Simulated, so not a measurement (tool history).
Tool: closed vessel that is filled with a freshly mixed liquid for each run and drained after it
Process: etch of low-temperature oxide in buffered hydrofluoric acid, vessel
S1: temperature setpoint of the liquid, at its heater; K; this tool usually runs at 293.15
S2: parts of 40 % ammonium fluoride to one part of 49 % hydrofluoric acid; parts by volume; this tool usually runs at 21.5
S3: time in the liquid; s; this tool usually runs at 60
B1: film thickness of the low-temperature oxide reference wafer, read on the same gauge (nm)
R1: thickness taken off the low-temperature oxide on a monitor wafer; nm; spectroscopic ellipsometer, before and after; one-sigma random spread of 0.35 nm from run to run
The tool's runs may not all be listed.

run	day	S1	S2	S3	B1	R1
1	0.000	293.15	25.5	60	79.98	94.70
2	0.517	293.15	21.5	60	80.01	106.39
3	1.012	293.15	21.5	60	79.99	107.38
4	1.596	293.15	21.5	60	80.03	106.56
5	2.308	293.15	21.5	60	79.98	107.32
6	2.962	293.15	27.0	60	79.94	91.58
7	3.438	293.15	27.0	60	80.00	91.49
# day 3.917: hydrofluoric acid flow meter replaced
8	3.962	293.15	21.5	60	79.96	107.61
9	4.367	293.15	21.5	60	80.00	108.03
# day 4.621: gauge calibrated
10	5.075	293.15	21.5	60	79.99	107.14
11	5.533	293.15	18.0	40	80.01	83.76
12	5.821	296.65	19.5	60	80.02	140.53
13	6.538	295.65	18.0	40	79.98	96.16
14	7.262	293.15	21.5	60	80.01	107.44
# day 7.633: thermometer replaced
15	7.679	293.15	21.5	60	80.02	92.49
16	8.017	294.65	24.5	40	80.02	61.68
17	8.625	291.15	25.0	40	80.06	49.46
18	9.117	290.15	25.5	75	79.96	87.01
19	9.667	290.15	21.5	70	80.00	91.69
20	10.167	293.15	21.5	60	79.99	92.50
21	10.846	293.15	21.5	80	80.00	123.15

Table of differences, measured result less the result of that run with no hidden state. Run-to-run variation is the same in both. Gauge scatter possibly is not:
The tool's hidden condition here consists of: liquid hotter than its thermometer reads (K); hydrofluoric acid flow below the setpoint (%); gauge reads high (%).
run	R1
1	+12.48
2	+14.09
3	+14.33
4	+14.27
5	+14.53
6	+12.51
7	+12.55
8	+14.82
9	+14.94
10	+14.91
11	+11.73
12	+19.27
13	+13.40
14	+15.31
15	+0.16
16	+0.17
17	+0.17
18	+0.39
19	+0.52
20	+0.57
21	+0.89

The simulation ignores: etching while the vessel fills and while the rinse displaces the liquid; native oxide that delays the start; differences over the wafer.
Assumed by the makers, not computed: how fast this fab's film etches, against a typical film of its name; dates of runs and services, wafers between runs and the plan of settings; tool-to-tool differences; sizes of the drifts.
